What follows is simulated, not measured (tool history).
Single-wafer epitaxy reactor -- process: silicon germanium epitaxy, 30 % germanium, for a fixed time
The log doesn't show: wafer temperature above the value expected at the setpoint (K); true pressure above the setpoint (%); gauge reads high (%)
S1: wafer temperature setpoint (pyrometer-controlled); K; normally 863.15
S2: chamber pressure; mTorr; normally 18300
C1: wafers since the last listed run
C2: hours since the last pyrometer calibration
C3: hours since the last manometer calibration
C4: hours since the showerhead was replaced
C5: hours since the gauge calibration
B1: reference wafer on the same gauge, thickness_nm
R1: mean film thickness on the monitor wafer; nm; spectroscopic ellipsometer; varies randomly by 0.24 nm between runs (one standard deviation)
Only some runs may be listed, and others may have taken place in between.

{"run": 1, "day": 0.0, "S1": 863.15, "S2": 18300, "C1": 0, "C2": 2656.3, "C3": 2519.8, "C4": 6127.3, "C5": 150.6, "B1": 46.897, "R1": 48.879}
{"run": 2, "day": 0.45, "S1": 863.15, "S2": 18300, "C1": 127, "C2": 2667.1, "C3": 2530.6, "C4": 6138.1, "C5": 161.4, "B1": 46.927, "R1": 49.001}
{"run": 3, "day": 1.246, "S1": 863.15, "S2": 18300, "C1": 224, "C2": 2686.2, "C3": 2549.7, "C4": 6157.2, "C5": 180.5, "B1": 46.898, "R1": 49.188}
{"run": 4, "day": 1.567, "S1": 863.15, "S2": 18300, "C1": 90, "C2": 2693.9, "C3": 2557.4, "C4": 6164.9, "C5": 188.2, "B1": 46.908, "R1": 49.038}
{"run": 5, "day": 1.854, "S1": 863.15, "S2": 18300, "C1": 81, "C2": 2700.8, "C3": 2564.3, "C4": 6171.8, "C5": 195.1, "B1": 46.896, "R1": 49.331}
{"run": 6, "day": 2.354, "S1": 863.15, "S2": 18300, "C1": 141, "C2": 2712.8, "C3": 2576.3, "C4": 6183.8, "C5": 207.1, "B1": 46.871, "R1": 49.411}
{"run": 7, "day": 2.883, "S1": 863.15, "S2": 18300, "C1": 149, "C2": 2725.5, "C3": 2589.0, "C4": 6196.5, "C5": 219.8, "B1": 46.939, "R1": 49.226}
{"run": 8, "day": 3.583, "S1": 863.15, "S2": 15800, "C1": 197, "C2": 2742.3, "C3": 2605.8, "C4": 6213.3, "C5": 236.6, "B1": 46.863, "R1": 44.19}
{"day": 4.583, "done": "gauge calibrated"}
{"day": 5.042, "done": "capacitance manometer re-zeroed and calibrated"}
{"run": 9, "day": 5.654, "S1": 863.15, "S2": 18300, "C1": 491, "C2": 2792.0, "C3": 14.7, "C4": 6263.0, "C5": 25.7, "B1": 46.893, "R1": 49.071}
{"run": 10, "day": 6.062, "S1": 853.15, "S2": 21000, "C1": 115, "C2": 2801.8, "C3": 24.5, "C4": 6272.8, "C5": 35.5, "B1": 46.925, "R1": 44.901}
{"day": 6.558, "done": "showerhead replaced"}
{"run": 11, "day": 6.579, "S1": 863.15, "S2": 19700, "C1": 51, "C2": 2814.2, "C3": 36.9, "C4": 0.5, "C5": 47.9, "B1": 46.823, "R1": 51.016}
{"day": 7.175, "done": "pyrometer calibrated"}
{"run": 12, "day": 7.196, "S1": 857.15, "S2": 22200, "C1": 80, "C2": 0.5, "C3": 51.7, "C4": 15.3, "C5": 62.7, "B1": 46.901, "R1": 49.916}
{"run": 13, "day": 7.208, "S1": 874.15, "S2": 14400, "C1": 3, "C2": 0.8, "C3": 52.0, "C4": 15.6, "C5": 63.0, "B1": 46.959, "R1": 49.562}
{"run": 14, "day": 7.771, "S1": 875.15, "S2": 19500, "C1": 158, "C2": 14.3, "C3": 65.5, "C4": 29.1, "C5": 76.5, "B1": 46.966, "R1": 64.118}
{"run": 15, "day": 8.183, "S1": 854.15, "S2": 18300, "C1": 116, "C2": 24.2, "C3": 75.4, "C4": 39.0, "C5": 86.4, "B1": 46.831, "R1": 41.711}
{"run": 16, "day": 8.479, "S1": 863.15, "S2": 18300, "C1": 83, "C2": 31.3, "C3": 82.5, "C4": 46.1, "C5": 93.5, "B1": 46.871, "R1": 49.363}
{"run": 17, "day": 9.092, "S1": 868.15, "S2": 21300, "C1": 173, "C2": 46.0, "C3": 97.2, "C4": 60.8, "C5": 108.2, "B1": 46.85, "R1": 59.462}

Forecast each of these 4 alternatives for the next run:
{"run": "A", "day": 9.108, "S1": 859.15, "S2": 18300, "C1": 4, "C2": 46.4, "C3": 97.6, "C4": 61.2, "C5": 108.6, "B1": "?", "R1": "?"}
{"run": "B", "day": 9.108, "S1": 877.15, "S2": 20600, "C1": 4, "C2": 46.4, "C3": 97.6, "C4": 61.2, "C5": 108.6, "B1": "?", "R1": "?"}
{"run": "C", "day": 9.108, "S1": 874.15, "S2": 22400, "C1": 4, "C2": 46.4, "C3": 97.6, "C4": 61.2, "C5": 108.6, "B1": "?", "R1": "?"}
{"run": "D", "day": 9.108, "S1": 868.15, "S2": 14600, "C1": 4, "C2": 46.4, "C3": 97.6, "C4": 61.2, "C5": 108.6, "B1": "?", "R1": "?"}

run=A B1=46.900 R1=46.151
run=B B1=46.900 R1=68.901
run=C B1=46.900 R1=68.808
run=D B1=46.900 R1=45.912
Without the tool's hidden state the same runs would have given:
run=A R1=46.151
run=B R1=68.901
run=C R1=68.808
run=D R1=45.912
